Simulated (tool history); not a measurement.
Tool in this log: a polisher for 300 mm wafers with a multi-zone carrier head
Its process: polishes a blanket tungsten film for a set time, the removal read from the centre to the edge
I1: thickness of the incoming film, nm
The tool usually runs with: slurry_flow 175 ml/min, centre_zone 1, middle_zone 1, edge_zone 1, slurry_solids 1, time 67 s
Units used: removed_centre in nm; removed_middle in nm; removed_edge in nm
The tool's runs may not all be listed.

Run 1, hour 0: usual settings; I1 1225.7. Result: removed_centre 351.3 nm, removed_middle 345.6 nm, removed_edge 339 nm.
Run 2, hour 16.2: usual settings; I1 1228.4. Result: removed_centre 343.9 nm, removed_middle 336.5 nm, removed_edge 337 nm.
Run 3, hour 51.8: usual settings but middle_zone 0.94; I1 1213.3. Result: removed_centre 335.7 nm, removed_middle 307.5 nm, removed_edge 322.1 nm.
Run 4, hour 73.4: usual settings but middle_zone 0.94; I1 1221.2. Result: removed_centre 331.5 nm, removed_middle 305.2 nm, removed_edge 327.2 nm.
Run 5, hour 92.6: usual settings but middle_zone 0.94; I1 1210.8. Result: removed_centre 325.9 nm, removed_middle 294.4 nm, removed_edge 317.2 nm.
At hour 105.6: edge zone pressure recalibrated.
At hour 106.4: worn pad replaced by a new one.
At hour 113.5: slurry nozzle cleaned.
Run 6, hour 115.6: usual settings but slurry_solids 1.15; I1 1225.7. Result: removed_centre 366.5 nm, removed_middle 355.9 nm, removed_edge 353.9 nm.
Run 7, hour 147.2: usual settings but slurry_solids 1.15; I1 1200.5. Result: removed_centre 356.4 nm, removed_middle 345.7 nm, removed_edge 350 nm.
Run 8, hour 169.8: usual settings; I1 1221.3. Result: removed_centre 333.2 nm, removed_middle 323.4 nm, removed_edge 331.8 nm.
At hour 178.2: centre zone pressure recalibrated.
Run 9, hour 188.2: usual settings; I1 1207.5. Result: removed_centre 334.8 nm, removed_middle 321.5 nm, removed_edge 326.3 nm.
At hour 207.8: worn pad replaced by a new one.
Run 10, hour 208.3: usual settings but slurry_flow 195 ml/min, edge_zone 1.04; I1 1223.7. Result: removed_centre 353.3 nm, removed_middle 344.4 nm, removed_edge 354.7 nm.
Run 11, hour 217.5: usual settings but middle_zone 0.96, slurry_solids 1.3; I1 1207.7. Result: removed_centre 373.6 nm, removed_middle 354.6 nm, removed_edge 362.4 nm.
Run 12, hour 252.7: usual settings but middle_zone 0.92; I1 1214.9. Result: removed_centre 335.3 nm, removed_middle 314.3 nm, removed_edge 333.1 nm.
Run 13, hour 280.3: usual settings but slurry_flow 145 ml/min, edge_zone 1.12, time 59 s; I1 1208.8. Result: removed_centre 282.7 nm, removed_middle 277.2 nm, removed_edge 291.6 nm.
Run 14, hour 307.1: usual settings but centre_zone 0.96, middle_zone 1.05, edge_zone 0.88, slurry_solids 1.2; I1 1200. Result: removed_centre 333.2 nm, removed_middle 342.9 nm, removed_edge 311.5 nm.
At hour 325.4: carrier head's membrane replaced by a new one.
Run 15, hour 330.8: usual settings but slurry_flow 215 ml/min, edge_zone 0.94, time 77 s; I1 1207.6. Result: removed_centre 379.2 nm, removed_middle 364.5 nm, removed_edge 358.5 nm.
At hour 335: worn pad replaced by a new one.
Run 16, hour 364.8: usual settings but middle_zone 0.96, slurry_solids 1.3; I1 1238. Result: removed_centre 364.4 nm, removed_middle 334.4 nm, removed_edge 362.8 nm.
Run 17, hour 396.5: usual settings; I1 1232.4. Result: removed_centre 331.2 nm, removed_middle 326.3 nm, removed_edge 326.7 nm.
Run 18, hour 427.9: usual settings but middle_zone 1.09, edge_zone 1.06; I1 1212.3. Result: removed_centre 325.8 nm, removed_middle 341.3 nm, removed_edge 327.9 nm.
At hour 440.5: slurry nozzle cleaned.
Run 19, hour 444.4: usual settings but slurry_flow 225 ml/min, centre_zone 0.96, middle_zone 1.1, time 86 s; I1 1204.1. Result: removed_centre 407.5 nm, removed_middle 444.4 nm, removed_edge 406.9 nm.
At hour 461.8: worn pad replaced by a new one.
Run 20, hour 466.5: usual settings but middle_zone 0.89, slurry_solids 0.8; I1 1222.5. Result: removed_centre 328.9 nm, removed_middle 288.2 nm, removed_edge 328.6 nm.
Run 21, hour 479.2: usual settings; I1 1233.9. Result: removed_centre 353.3 nm, removed_middle 341.5 nm, removed_edge 342.8 nm.

Here are 4 independent what-if runs from the current tool condition. What would each one return?
Run A, hour 479.6: usual settings; I1 1231.5. Result: removed_centre ?, removed_middle ?, removed_edge ?.
Run B, hour 479.6: usual settings but slurry_flow 225 ml/min, slurry_solids 1.25; I1 1231.5. Result: removed_centre ?, removed_middle ?, removed_edge ?.
Run C, hour 479.6: usual settings but middle_zone 0.9; I1 1231.5. Result: removed_centre ?, removed_middle ?, removed_edge ?.
Run D, hour 479.6: usual settings but middle_zone 0.94, edge_zone 0.9, slurry_solids 1.2; I1 1231.5. Result: removed_centre ?, removed_middle ?, removed_edge ?.

run  removed_centre  removed_middle  removed_edge
  A           348.1           331.4         340.9
  B             385           365.1         372.2
  C           347.9           303.4         341.4
  D           366.2           331.2         342.6
With the hidden condition removed and each run's random variation left untouched, the same runs would have given:
run  removed_centre  removed_middle  removed_edge
  A           353.6           336.7         346.4
  B           391.2           370.9         378.2
  C           353.4           308.3         346.8
  D             372           336.4         348.1

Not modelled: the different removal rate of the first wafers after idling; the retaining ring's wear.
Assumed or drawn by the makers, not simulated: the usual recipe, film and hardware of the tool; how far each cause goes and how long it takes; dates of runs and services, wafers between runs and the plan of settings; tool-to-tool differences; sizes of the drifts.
